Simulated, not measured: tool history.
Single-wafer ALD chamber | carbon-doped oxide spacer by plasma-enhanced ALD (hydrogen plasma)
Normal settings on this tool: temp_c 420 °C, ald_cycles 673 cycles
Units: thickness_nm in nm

run	hour	temp_c	ald_cycles	wafers since the last listed run	hours since the last thermocouple change	hours since the gauge calibration	read-back reference wafer on the same gauge, thickness_nm	thickness_nm
1	0	427	673	0	1434.1	253.5	31.658	30.014
2	42.3	427	673	16	1476.4	295.8	31.697	30.227
3	79.1	427	673	13	1513.2	332.6	31.704	30.139
4	141.7	420	738	23	1575.8	395.2	31.724	33.662
5	203.3	420	738	23	1637.4	456.8	31.74	33.626
6	279.7	420	673	28	1713.8	533.2	31.789	30.93
7	341	420	673	23	1775.1	594.5	31.849	30.946
8	413.6	420	597	27	1847.7	667.1	31.899	27.442
# hour 434.7: thermocouple changed; heater temperature recalibrated
9	463.6	420	597	15	28.9	717.1	31.937	27.334
10	502.6	420	597	14	67.9	756.1	31.939	27.371
11	556.5	432	710	20	121.8	810	32.003	31.646
12	616	407	673	22	181.3	869.5	32.058	32.327
13	675.5	410	766	22	240.8	929	32.096	36.445
14	749.3	424	742	27	314.6	1002.8	32.237	34.161
# hour 781.9: gauge calibrated
15	806.2	412	673	21	371.5	24.3	31.379	31.252
16	879.3	420	673	27	444.6	97.4	31.39	30.509
17	916.6	414	736	14	481.9	134.7	31.384	33.9
18	1013.5	420	673	36	578.8	231.6	31.426	30.317
19	1057.8	420	673	16	623.1	275.9	31.452	30.608
20	1149.9	420	673	34	715.2	368	31.456	30.388
21	1229.1	429	801	30	794.4	447.2	31.521	35.451

Predict each of these 4 candidate next runs independently; none follows another, all start after run 21:
A	1230.5	420	768	0	795.8	448.6	?	?
B	1230.5	435	795	0	795.8	448.6	?	?
C	1230.5	412	788	0	795.8	448.6	?	?
D	1230.5	416	710	0	795.8	448.6	?	?

run	read-back reference wafer on the same gauge, thickness_nm	thickness_nm
A	31.49	34.856
B	31.49	34.562
C	31.49	36.567
D	31.49	32.586
Stripped of hidden state, with their random variation kept, the same runs would have yielded:
run	thickness_nm
A	34.847
B	34.552
C	36.558
D	32.577
